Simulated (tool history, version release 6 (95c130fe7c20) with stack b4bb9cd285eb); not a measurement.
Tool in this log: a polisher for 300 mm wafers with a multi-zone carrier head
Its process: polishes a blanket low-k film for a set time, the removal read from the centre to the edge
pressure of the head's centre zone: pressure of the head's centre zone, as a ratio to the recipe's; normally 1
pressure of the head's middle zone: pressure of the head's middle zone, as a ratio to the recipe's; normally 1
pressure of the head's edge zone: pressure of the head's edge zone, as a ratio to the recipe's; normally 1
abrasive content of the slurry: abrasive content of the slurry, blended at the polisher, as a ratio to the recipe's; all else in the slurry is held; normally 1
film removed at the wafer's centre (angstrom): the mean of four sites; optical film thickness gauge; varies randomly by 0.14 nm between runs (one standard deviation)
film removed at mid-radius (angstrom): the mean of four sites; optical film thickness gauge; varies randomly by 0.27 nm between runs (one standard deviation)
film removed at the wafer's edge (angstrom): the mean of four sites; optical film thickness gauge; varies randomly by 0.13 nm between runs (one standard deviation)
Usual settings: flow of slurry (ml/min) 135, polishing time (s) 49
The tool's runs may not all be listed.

run,day,flow of slurry (ml/min),pressure of the head's centre zone,pressure of the head's middle zone,pressure of the head's edge zone,abrasive content of the slurry,polishing time (s),wafers since the last listed run,wafers polished on this pad,hours since the slurry nozzle was cleaned,hours since the centre zone pressure was calibrated,hours since the edge zone pressure was calibrated,hours since the carrier head's membrane was replaced,"incoming thickness of the incoming film, nm",film removed at the wafer's centre (angstrom),film removed at mid-radius (angstrom),film removed at the wafer's edge (angstrom)
1,0,135,1,1,1,1,49,0,170,25.4,89.2,560.6,979.6,731.2,194,195,199
2,4.283,135,1,1,1,1,49,1016,1186,128.2,192,663.4,1082.4,738.7,181,182,185
3,10.375,135,1,1,1,1,49,1445,2631,274.4,338.2,809.6,1228.6,728.7,173,181,182
# day 11.042: worn pad replaced by a new one
# day 11.058: centre zone pressure recalibrated
4,11.612,135,1,1,1,1,49,249,131,304.1,13.3,839.3,1258.3,736,182,190,194
5,14.312,135,1,1,1,1,49,640,771,368.9,78.1,904.1,1323.1,726.2,177,185,187
# day 14.696: slurry nozzle cleaned
6,16.479,135,1,1,1,1,49,504,1275,42.8,130.1,956.1,1375.1,744.4,185,188,190
7,17.558,135,1,1,1,1,49,256,1531,68.7,156,982,1401,729,183,185,186
8,20.179,135,1,1,1,1.25,49,621,2153,131.6,218.9,1044.9,1463.9,740.1,189,192,195
9,21.233,135,1,1,1,1.15,49,250,2403,156.9,244.2,1070.2,1489.2,735.5,184,185,192
# day 21.846: worn pad replaced by a new one
10,23.704,135,1,1,1,1,49,546,441,216.2,303.5,1129.5,1548.5,716.1,183,189,191
11,26.279,135,1,1,1,0.9,39,610,1051,278,365.3,1191.3,1610.3,728.8,137,139,145
12,27.862,135,1,1,1,1,33,375,1427,316,403.3,1229.3,1648.3,737.7,118,121,124
# day 29.658: centre zone pressure recalibrated
13,29.679,135,1,1,1,1,49,411,1838,359.6,0.5,1272.9,1691.9,742.4,174,177,182
14,31.85,135,1,1,1,1,34,515,2353,411.7,52.6,1325,1744,737.4,119,123,127
# day 32.7: worn pad replaced by a new one
# day 32.75: slurry nozzle cleaned
# day 32.829: edge zone pressure recalibrated
# day 32.908: carrier head's membrane replaced by a new one
15,33.721,135,1,1,0.95,1.1,49,356,194,23.3,97.5,21.4,19.5,728.8,193,197,194
16,35.833,135,1.07,1,1,1.15,49,501,695,74,148.2,72.1,70.2,731.3,197,192,197
17,36.921,135,1,1,1,1,49,258,953,100.1,174.3,98.2,96.3,727.9,181,185,188
18,39.338,135,1,1,1,1,34,573,1527,158.1,232.3,156.2,154.3,718.9,123,124,128
# day 42.967: worn pad replaced by a new one
19,43.033,135,1,1,1,1,49,837,16,246.8,321,244.9,243,728.7,186,185,192
# day 45.425: centre zone pressure recalibrated
20,45.446,135,1,1,1,0.75,49,552,568,304.7,0.5,302.8,300.9,721.6,167,169,177
# day 50.6: slurry nozzle cleaned
21,50.938,135,1,1,1,1,59,1293,1862,8.1,132.3,434.6,432.7,741,225,226,227

The tool's hidden state at each run:
deviation of the centre zone's pressure from its setpoint, %: 0, the same for each run
deviation of the edge zone's pressure from its setpoint, %: 0, the same for each run
H1: removal rate lost through wear of the pad, %
H2: slurry flow missing at the pad, %
run,H1,H2
1,1.21,7.58
2,4.65,24.9
3,6.02,35.2
4,1.3,36.2
5,3.97,37.9
6,5.11,11.8
7,5.49,16.7
8,6.06,25.5
9,6.21,28.1
10,2.67,32.6
11,4.53,35.6
12,5.2,36.9
13,5.7,38
14,6.06,39
15,2.2,9.62
16,4.2,19.9
17,4.87,23.9
18,5.85,30.5
19,0.58,36.5
20,3.38,38.8
21,5.87,6.19
